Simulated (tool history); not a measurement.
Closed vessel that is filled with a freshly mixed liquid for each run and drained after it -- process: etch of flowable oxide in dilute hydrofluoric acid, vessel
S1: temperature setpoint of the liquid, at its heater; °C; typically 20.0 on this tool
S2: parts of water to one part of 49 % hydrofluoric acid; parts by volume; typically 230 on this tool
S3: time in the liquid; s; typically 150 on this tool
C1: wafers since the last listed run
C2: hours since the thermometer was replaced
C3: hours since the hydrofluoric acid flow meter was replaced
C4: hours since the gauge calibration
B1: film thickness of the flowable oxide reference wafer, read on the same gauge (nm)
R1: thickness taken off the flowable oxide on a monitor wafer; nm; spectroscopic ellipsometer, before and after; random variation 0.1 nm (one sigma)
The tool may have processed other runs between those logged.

{"run": 1, "hour": 0.0, "S1": 20.0, "S2": 230, "S3": 150, "C1": 0, "C2": 966.4, "C3": 885.3, "C4": 1621.9, "B1": 39.97, "R1": 11.09}
{"hour": 17.3, "done": "gauge calibrated"}
{"run": 2, "hour": 99.7, "S1": 20.0, "S2": 290, "S3": 90, "C1": 6185, "C2": 1066.1, "C3": 985.0, "C4": 82.4, "B1": 40.02, "R1": 4.99}
{"run": 3, "hour": 181.7, "S1": 20.0, "S2": 290, "S3": 90, "C1": 5087, "C2": 1148.1, "C3": 1067.0, "C4": 164.4, "B1": 40.02, "R1": 4.95}
{"run": 4, "hour": 451.6, "S1": 20.0, "S2": 290, "S3": 90, "C1": 16743, "C2": 1418.0, "C3": 1336.9, "C4": 434.3, "B1": 40.01, "R1": 5.01}
{"run": 5, "hour": 542.6, "S1": 23.5, "S2": 230, "S3": 150, "C1": 5645, "C2": 1509.0, "C3": 1427.9, "C4": 525.3, "B1": 40.01, "R1": 12.64}
{"run": 6, "hour": 634.7, "S1": 23.5, "S2": 230, "S3": 150, "C1": 5713, "C2": 1601.1, "C3": 1520.0, "C4": 617.4, "B1": 40.04, "R1": 12.39}
{"run": 7, "hour": 680.5, "S1": 23.5, "S2": 230, "S3": 150, "C1": 2841, "C2": 1646.9, "C3": 1565.8, "C4": 663.2, "B1": 39.98, "R1": 12.52}
{"run": 8, "hour": 749.4, "S1": 20.0, "S2": 155, "S3": 150, "C1": 4274, "C2": 1715.8, "C3": 1634.7, "C4": 732.1, "B1": 40.01, "R1": 17.4}
{"run": 9, "hour": 794.9, "S1": 17.0, "S2": 280, "S3": 150, "C1": 2822, "C2": 1761.3, "C3": 1680.2, "C4": 777.6, "B1": 40.01, "R1": 7.81}
{"hour": 862.6, "done": "thermometer replaced"}
{"run": 10, "hour": 1096.3, "S1": 23.0, "S2": 145, "S3": 75, "C1": 18636, "C2": 233.7, "C3": 1981.6, "C4": 1079.0, "B1": 39.93, "R1": 10.99}
{"hour": 1285.1, "done": "hydrofluoric acid flow meter replaced"}
{"run": 11, "hour": 1341.6, "S1": 20.0, "S2": 230, "S3": 70, "C1": 15155, "C2": 479.0, "C3": 56.5, "C4": 1324.3, "B1": 39.99, "R1": 5.27}
{"hour": 1418.4, "done": "gauge calibrated"}
{"run": 12, "hour": 1431.4, "S1": 17.5, "S2": 150, "S3": 150, "C1": 5570, "C2": 568.8, "C3": 146.3, "C4": 13.0, "B1": 39.98, "R1": 16.91}
{"run": 13, "hour": 1494.3, "S1": 20.0, "S2": 230, "S3": 150, "C1": 3902, "C2": 631.7, "C3": 209.2, "C4": 75.9, "B1": 40.02, "R1": 11.14}
{"run": 14, "hour": 1569.6, "S1": 20.0, "S2": 295, "S3": 150, "C1": 4671, "C2": 707.0, "C3": 284.5, "C4": 151.2, "B1": 39.99, "R1": 8.29}
{"run": 15, "hour": 1606.6, "S1": 20.0, "S2": 230, "S3": 150, "C1": 2295, "C2": 744.0, "C3": 321.5, "C4": 188.2, "B1": 40.03, "R1": 11.3}
{"run": 16, "hour": 1707.4, "S1": 18.0, "S2": 185, "S3": 225, "C1": 6253, "C2": 844.8, "C3": 422.3, "C4": 289.0, "B1": 39.99, "R1": 20.08}
{"run": 17, "hour": 1774.2, "S1": 17.0, "S2": 160, "S3": 215, "C1": 4144, "C2": 911.6, "C3": 489.1, "C4": 355.8, "B1": 39.98, "R1": 22.07}

Here are 4 independent what-if runs from the current tool condition. What would each one return?
{"run": "A", "hour": 1774.9, "S1": 20.0, "S2": 230, "S3": 190, "C1": 43, "C2": 912.3, "C3": 489.8, "C4": 356.5, "B1": "?", "R1": "?"}
{"run": "B", "hour": 1774.9, "S1": 20.0, "S2": 230, "S3": 200, "C1": 43, "C2": 912.3, "C3": 489.8, "C4": 356.5, "B1": "?", "R1": "?"}
{"run": "C", "hour": 1774.9, "S1": 18.5, "S2": 315, "S3": 60, "C1": 43, "C2": 912.3, "C3": 489.8, "C4": 356.5, "B1": "?", "R1": "?"}
{"run": "D", "hour": 1774.9, "S1": 21.5, "S2": 300, "S3": 150, "C1": 43, "C2": 912.3, "C3": 489.8, "C4": 356.5, "B1": "?", "R1": "?"}

run=A B1=39.98 R1=14.12
run=B B1=39.98 R1=14.87
run=C B1=39.98 R1=2.85
run=D B1=39.98 R1=8.47
Had the tool no hidden state, the same runs would have come out as:
run=A R1=14.45
run=B R1=15.21
run=C R1=2.92
run=D R1=8.66

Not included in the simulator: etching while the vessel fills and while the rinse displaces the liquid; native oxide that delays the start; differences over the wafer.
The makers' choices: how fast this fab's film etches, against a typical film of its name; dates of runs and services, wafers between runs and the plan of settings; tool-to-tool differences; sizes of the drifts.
